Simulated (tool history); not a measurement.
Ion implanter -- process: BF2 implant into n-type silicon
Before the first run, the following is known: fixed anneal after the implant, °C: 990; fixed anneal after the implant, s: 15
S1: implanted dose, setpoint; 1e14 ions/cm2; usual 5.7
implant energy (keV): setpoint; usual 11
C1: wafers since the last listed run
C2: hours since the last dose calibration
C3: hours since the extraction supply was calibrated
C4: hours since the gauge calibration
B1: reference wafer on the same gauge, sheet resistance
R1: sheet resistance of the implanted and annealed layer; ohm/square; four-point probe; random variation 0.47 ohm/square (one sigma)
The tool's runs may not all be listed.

run 1 hour=0 | S1=5.7 implant_energy_(keV)=12 | C1=0 C2=1614.3 C3=7144.6 C4=107.4 | B1=353.07 | R1=305.43
run 2 hour=9.1 | S1=5.7 implant_energy_(keV)=12 | C1=128 C2=1623.4 C3=7153.7 C4=116.5 | B1=352.93 | R1=304.62
run 3 hour=21.5 | S1=5.7 implant_energy_(keV)=12 | C1=175 C2=1635.8 C3=7166.1 C4=128.9 | B1=352.91 | R1=305.36
run 4 hour=36.8 | S1=6.09 implant_energy_(keV)=11 | C1=216 C2=1651.1 C3=7181.4 C4=144.2 | B1=353.07 | R1=307.37
run 5 hour=43.4 | S1=6.33 implant_energy_(keV)=12 | C1=93 C2=1657.7 C3=7188 C4=150.8 | B1=353.06 | R1=293.9
run 6 hour=50.9 | S1=6.33 implant_energy_(keV)=12 | C1=106 C2=1665.2 C3=7195.5 C4=158.3 | B1=353.14 | R1=294.71
run 7 hour=58.9 | S1=6.33 implant_energy_(keV)=12 | C1=113 C2=1673.2 C3=7203.5 C4=166.3 | B1=353.01 | R1=294.9
run 8 hour=66.3 | S1=5.7 implant_energy_(keV)=11 | C1=104 C2=1680.6 C3=7210.9 C4=173.7 | B1=353.01 | R1=314.36
run 9 hour=76 | S1=5.7 implant_energy_(keV)=11 | C1=137 C2=1690.3 C3=7220.6 C4=183.4 | B1=352.93 | R1=315.59
run 10 hour=93.1 | S1=5.7 implant_energy_(keV)=11 | C1=241 C2=1707.4 C3=7237.7 C4=200.5 | B1=352.99 | R1=314.55
run 11 hour=101.4 | S1=5.7 implant_energy_(keV)=11 | C1=117 C2=1715.7 C3=7246 C4=208.8 | B1=352.95 | R1=315.29
run 12 hour=107.5 | S1=5.7 implant_energy_(keV)=11 | C1=86 C2=1721.8 C3=7252.1 C4=214.9 | B1=352.86 | R1=315.66
run 13 hour=122.3 | S1=5.7 implant_energy_(keV)=11 | C1=209 C2=1736.6 C3=7266.9 C4=229.7 | B1=352.88 | R1=314.67
run 14 hour=135.9 | S1=5.7 implant_energy_(keV)=11 | C1=192 C2=1750.2 C3=7280.5 C4=243.3 | B1=353.01 | R1=315.31
run 15 hour=151.6 | S1=5.7 implant_energy_(keV)=11 | C1=222 C2=1765.9 C3=7296.2 C4=259 | B1=353.08 | R1=315.01
-- hour=162 extraction supply calibrated
run 16 hour=167.6 | S1=6.66 implant_energy_(keV)=9 | C1=113 C2=1781.9 C3=5.6 C4=275 | B1=353 | R1=322.05
-- hour=188.3 gauge calibrated
run 17 hour=191.8 | S1=5.7 implant_energy_(keV)=9.5 | C1=342 C2=1806.1 C3=29.8 C4=3.5 | B1=352.87 | R1=332.37
run 18 hour=205.8 | S1=5.7 implant_energy_(keV)=13 | C1=198 C2=1820.1 C3=43.8 C4=17.5 | B1=353.06 | R1=295.42
run 19 hour=215.3 | S1=5.7 implant_energy_(keV)=11 | C1=134 C2=1829.6 C3=53.3 C4=27 | B1=352.94 | R1=315.03
run 20 hour=231.3 | S1=5.7 implant_energy_(keV)=11 | C1=226 C2=1845.6 C3=69.3 C4=43 | B1=352.99 | R1=313.97
run 21 hour=244.4 | S1=6.36 implant_energy_(keV)=12.5 | C1=185 C2=1858.7 C3=82.4 C4=56.1 | B1=352.98 | R1=290
run 22 hour=262.4 | S1=6.17 implant_energy_(keV)=11 | C1=254 C2=1876.7 C3=100.4 C4=74.1 | B1=353 | R1=306.07
run 23 hour=271.7 | S1=6.46 implant_energy_(keV)=7.5 | C1=131 C2=1886 C3=109.7 C4=83.4 | B1=353.16 | R1=347.19
run 24 hour=281.6 | S1=7.2 implant_energy_(keV)=7.5 | C1=140 C2=1895.9 C3=119.6 C4=93.3 | B1=353.03 | R1=336.71
-- hour=294 Faraday cup replaced and dose calibrated
run 25 hour=296 | S1=4.4 implant_energy_(keV)=8 | C1=90 C2=2 C3=134 C4=107.7 | B1=353.02 | R1=394.48
run 26 hour=312.1 | S1=6.72 implant_energy_(keV)=8.5 | C1=227 C2=18.1 C3=150.1 C4=123.8 | B1=353.07 | R1=328.03
run 27 hour=328.6 | S1=4.14 implant_energy_(keV)=9 | C1=233 C2=34.6 C3=166.6 C4=140.3 | B1=352.9 | R1=389.01
run 28 hour=342.2 | S1=7.27 implant_energy_(keV)=8.5 | C1=192 C2=48.2 C3=180.2 C4=153.9 | B1=352.97 | R1=322.04
run 29 hour=350.9 | S1=5.7 implant_energy_(keV)=9 | C1=123 C2=56.9 C3=188.9 C4=162.6 | B1=352.88 | R1=339.2
run 30 hour=362.9 | S1=5.7 implant_energy_(keV)=11 | C1=169 C2=68.9 C3=200.9 C4=174.6 | B1=352.92 | R1=314.21
run 31 hour=369.6 | S1=7.32 implant_energy_(keV)=9.5 | C1=94 C2=75.6 C3=207.6 C4=181.3 | B1=352.93 | R1=309.71

Exercise: give the hidden state of the tool at every run:
deviation of the true dose from the Faraday cup's reading, %: 0 on each run
deviation of the true energy from its setpoint, %: 0 on each run
gauge reads high (%): 0 on each run
